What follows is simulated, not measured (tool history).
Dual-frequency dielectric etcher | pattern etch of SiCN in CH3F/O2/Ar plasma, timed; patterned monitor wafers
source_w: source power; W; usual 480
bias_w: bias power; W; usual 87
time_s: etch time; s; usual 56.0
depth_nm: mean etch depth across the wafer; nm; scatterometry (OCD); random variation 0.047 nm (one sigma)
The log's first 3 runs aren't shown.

| run | hour | source_w | bias_w | time_s | wafers since the last listed run | hours since the last wet clean | hours since the last source power generator calibration | hours since the last bias power generator calibration | hours since the last upper electrode change | hours since the gauge calibration | read-back reference wafer on the same gauge, depth_nm | depth_nm |
|---|---|---|---|---|---|---|---|---|---|---|---|---|
| 4 | 73.6 | 480 | 87 | 44.5 | 189 | 478.8 | 3880.9 | 5169.9 | 3939.0 | 734.8 | 19.40 | 18.29 |
|  | 139.0 | wet clean of the chamber |
| 5 | 139.5 | 480 | 87 | 44.5 | 512 | 0.5 | 3946.8 | 5235.8 | 4004.9 | 800.7 | 19.41 | 18.25 |
| 6 | 151.9 | 480 | 87 | 44.5 | 151 | 12.9 | 3959.2 | 5248.2 | 4017.3 | 813.1 | 19.39 | 18.29 |
| 7 | 178.0 | 480 | 87 | 56.0 | 319 | 39.0 | 3985.3 | 5274.3 | 4043.4 | 839.2 | 19.40 | 22.91 |
| 8 | 206.4 | 520 | 96 | 56.0 | 347 | 67.4 | 4013.7 | 5302.7 | 4071.8 | 867.6 | 19.38 | 24.72 |
| 9 | 228.8 | 520 | 96 | 56.0 | 274 | 89.8 | 4036.1 | 5325.1 | 4094.2 | 890.0 | 19.40 | 24.75 |
| 10 | 241.4 | 520 | 96 | 56.0 | 154 | 102.4 | 4048.7 | 5337.7 | 4106.8 | 902.6 | 19.40 | 24.72 |
|  | 270.9 | upper electrode replaced |
| 11 | 271.4 | 480 | 80 | 56.0 | 73 | 132.4 | 4078.7 | 5367.7 | 0.5 | 932.6 | 19.40 | 22.24 |
| 12 | 289.0 | 480 | 80 | 56.0 | 215 | 150.0 | 4096.3 | 5385.3 | 18.1 | 950.2 | 19.38 | 22.33 |
| 13 | 312.2 | 480 | 105 | 41.5 | 284 | 173.2 | 4119.5 | 5408.5 | 41.3 | 973.4 | 19.42 | 18.20 |
| 14 | 332.1 | 480 | 87 | 56.0 | 243 | 193.1 | 4139.4 | 5428.4 | 61.2 | 993.3 | 19.39 | 22.95 |
|  | 337.1 | gauge calibrated |
| 15 | 369.7 | 520 | 96 | 56.0 | 460 | 230.7 | 4177.0 | 5466.0 | 98.8 | 32.6 | 19.40 | 24.82 |
| 16 | 400.3 | 550 | 87 | 56.0 | 374 | 261.3 | 4207.6 | 5496.6 | 129.4 | 63.2 | 19.40 | 24.55 |
|  | 416.6 | bias power generator calibrated |
|  | 419.2 | source power generator calibrated |
| 17 | 436.9 | 480 | 87 | 56.0 | 367 | 297.9 | 17.7 | 20.3 | 166.0 | 99.8 | 19.39 | 22.95 |
| 18 | 470.5 | 480 | 87 | 56.0 | 411 | 331.5 | 51.3 | 53.9 | 199.6 | 133.4 | 19.41 | 22.88 |
| 19 | 486.1 | 430 | 87 | 56.0 | 190 | 347.1 | 66.9 | 69.5 | 215.2 | 149.0 | 19.38 | 21.70 |
| 20 | 502.8 | 480 | 95 | 56.0 | 204 | 363.8 | 83.6 | 86.2 | 231.9 | 165.7 | 19.41 | 23.71 |
| 21 | 532.0 | 560 | 106 | 61.5 | 357 | 393.0 | 112.8 | 115.4 | 261.1 | 194.9 | 19.39 | 29.19 |
| 22 | 564.1 | 370 | 87 | 42.5 | 392 | 425.1 | 144.9 | 147.5 | 293.2 | 227.0 | 19.41 | 15.26 |
| 23 | 583.5 | 560 | 95 | 48.0 | 237 | 444.5 | 164.3 | 166.9 | 312.6 | 246.4 | 19.40 | 21.89 |
| 24 | 604.6 | 580 | 67 | 67.5 | 258 | 465.6 | 185.4 | 188.0 | 333.7 | 267.5 | 19.42 | 27.54 |

Forecast run 25:
| 25 | 634.7 | 370 | 78 | 44.0 | 368 | 495.7 | 215.5 | 218.1 | 363.8 | 297.6 | ? | ? |

Run 25 gave read-back reference wafer on the same gauge, depth_nm 19.42, depth_nm 15.15 nm.
Without the tool's hidden state the same run would have given depth_nm 15.15 nm.

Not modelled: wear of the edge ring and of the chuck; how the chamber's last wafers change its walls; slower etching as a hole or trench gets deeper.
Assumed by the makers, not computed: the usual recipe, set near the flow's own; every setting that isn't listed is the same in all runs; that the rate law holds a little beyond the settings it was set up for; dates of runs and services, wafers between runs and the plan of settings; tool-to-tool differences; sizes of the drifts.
